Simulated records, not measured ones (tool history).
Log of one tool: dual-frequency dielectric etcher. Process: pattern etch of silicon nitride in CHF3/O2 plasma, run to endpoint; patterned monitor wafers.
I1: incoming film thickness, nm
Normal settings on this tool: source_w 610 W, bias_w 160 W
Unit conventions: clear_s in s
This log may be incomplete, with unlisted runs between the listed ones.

{"run": 1, "hour": 0.0, "source_w": 610, "bias_w": 139, "I1": 89, "clear_s": 64.6}
{"run": 2, "hour": 61.2, "source_w": 730, "bias_w": 150, "I1": 90.5, "clear_s": 58.3}
{"run": 3, "hour": 91.3, "source_w": 730, "bias_w": 150, "I1": 91.6, "clear_s": 59.2}
{"run": 4, "hour": 152.6, "source_w": 730, "bias_w": 150, "I1": 89.6, "clear_s": 58.1}
{"run": 5, "hour": 312.0, "source_w": 610, "bias_w": 160, "I1": 90.5, "clear_s": 61.5}
{"run": 6, "hour": 337.6, "source_w": 610, "bias_w": 160, "I1": 90.4, "clear_s": 60.8}
{"run": 7, "hour": 362.2, "source_w": 610, "bias_w": 160, "I1": 90.7, "clear_s": 61.3}
{"hour": 425.8, "done": "wet clean of the chamber"}
{"run": 8, "hour": 426.2, "source_w": 610, "bias_w": 160, "I1": 89.6, "clear_s": 61.8}
{"run": 9, "hour": 492.7, "source_w": 610, "bias_w": 160, "I1": 90.3, "clear_s": 62.4}
{"run": 10, "hour": 542.8, "source_w": 530, "bias_w": 185, "I1": 90.6, "clear_s": 62.9}
{"run": 11, "hour": 609.4, "source_w": 530, "bias_w": 185, "I1": 89.6, "clear_s": 62.1}
{"run": 12, "hour": 634.3, "source_w": 530, "bias_w": 185, "I1": 89.8, "clear_s": 61.6}
{"run": 13, "hour": 685.0, "source_w": 610, "bias_w": 160, "I1": 89.9, "clear_s": 61.4}
{"run": 14, "hour": 752.5, "source_w": 610, "bias_w": 160, "I1": 91.1, "clear_s": 61.6}
{"hour": 775.4, "done": "bias power generator calibrated"}
{"hour": 823.2, "done": "wet clean of the chamber"}
{"run": 15, "hour": 823.7, "source_w": 610, "bias_w": 178, "I1": 89.7, "clear_s": 59.9}
{"hour": 838.6, "done": "source power generator calibrated"}
{"run": 16, "hour": 866.3, "source_w": 610, "bias_w": 178, "I1": 90.7, "clear_s": 60.5}
{"run": 17, "hour": 911.6, "source_w": 610, "bias_w": 178, "I1": 90.8, "clear_s": 60.3}
{"run": 18, "hour": 937.8, "source_w": 610, "bias_w": 160, "I1": 89.6, "clear_s": 61.7}
{"run": 19, "hour": 1003.5, "source_w": 650, "bias_w": 160, "I1": 89.6, "clear_s": 59.3}
{"run": 20, "hour": 1030.2, "source_w": 690, "bias_w": 144, "I1": 89.2, "clear_s": 60}
{"run": 21, "hour": 1080.5, "source_w": 660, "bias_w": 148, "I1": 88.9, "clear_s": 59.7}
{"run": 22, "hour": 1131.2, "source_w": 670, "bias_w": 160, "I1": 90, "clear_s": 58.1}
{"hour": 1166.0, "done": "upper electrode replaced, of another model than before"}
{"run": 23, "hour": 1185.3, "source_w": 610, "bias_w": 180, "I1": 90.3, "clear_s": 59.4}
{"hour": 1219.0, "done": "wet clean of the chamber"}
{"run": 24, "hour": 1371.6, "source_w": 610, "bias_w": 160, "I1": 90.4, "clear_s": 61.5}
{"run": 25, "hour": 1425.7, "source_w": 510, "bias_w": 175, "I1": 89.4, "clear_s": 62.4}
{"run": 26, "hour": 1450.2, "source_w": 470, "bias_w": 160, "I1": 90.8, "clear_s": 66.1}
{"run": 27, "hour": 1500.9, "source_w": 750, "bias_w": 189, "I1": 90.4, "clear_s": 56.3}
{"run": 28, "hour": 1552.2, "source_w": 750, "bias_w": 160, "I1": 89.8, "clear_s": 57.7}
{"run": 29, "hour": 1609.5, "source_w": 540, "bias_w": 160, "I1": 90.7, "clear_s": 63.1}
{"hour": 1633.6, "done": "wet clean of the chamber"}
{"run": 30, "hour": 1645.7, "source_w": 610, "bias_w": 160, "I1": 89.8, "clear_s": 61.7}
{"run": 31, "hour": 1674.1, "source_w": 750, "bias_w": 137, "I1": 89.8, "clear_s": 60.7}
{"run": 32, "hour": 1723.7, "source_w": 740, "bias_w": 195, "I1": 89.2, "clear_s": 55.4}
{"run": 33, "hour": 1759.2, "source_w": 570, "bias_w": 160, "I1": 90.1, "clear_s": 62.3}
{"run": 34, "hour": 1789.6, "source_w": 720, "bias_w": 139, "I1": 89, "clear_s": 59.7}
{"run": 35, "hour": 1845.7, "source_w": 610, "bias_w": 124, "I1": 89.6, "clear_s": 64.5}

Measured less the same run without the tool's hidden state. The same run-to-run variation is in both; the gauge's scatter may not be:
Hidden state at play: etch rate over this chamber's usual, %; source power that arrives over what is set, %; bias power that arrives over what is set, %.
run=1 clear_s=+0
run=2 clear_s=-0.2
run=3 clear_s=-0.4
run=4 clear_s=-0.5
run=5 clear_s=-1.2
run=6 clear_s=-1.3
run=7 clear_s=-1.4
run=8 clear_s=+0
run=9 clear_s=-0.2
run=10 clear_s=-0.4
run=11 clear_s=-0.7
run=12 clear_s=-0.8
run=13 clear_s=-1
run=14 clear_s=-1.3
run=15 clear_s=+0.1
run=16 clear_s=+0
run=17 clear_s=-0.2
run=18 clear_s=-0.3
run=19 clear_s=-0.6
run=20 clear_s=-0.6
run=21 clear_s=-0.9
run=22 clear_s=-1
run=23 clear_s=-1.2
run=24 clear_s=-0.3
run=25 clear_s=-0.6
run=26 clear_s=-0.7
run=27 clear_s=-0.7
run=28 clear_s=-0.9
run=29 clear_s=-1.3
run=30 clear_s=-0.2
run=31 clear_s=-0.4
run=32 clear_s=-0.5
run=33 clear_s=-0.7
run=34 clear_s=-0.8
run=35 clear_s=-1
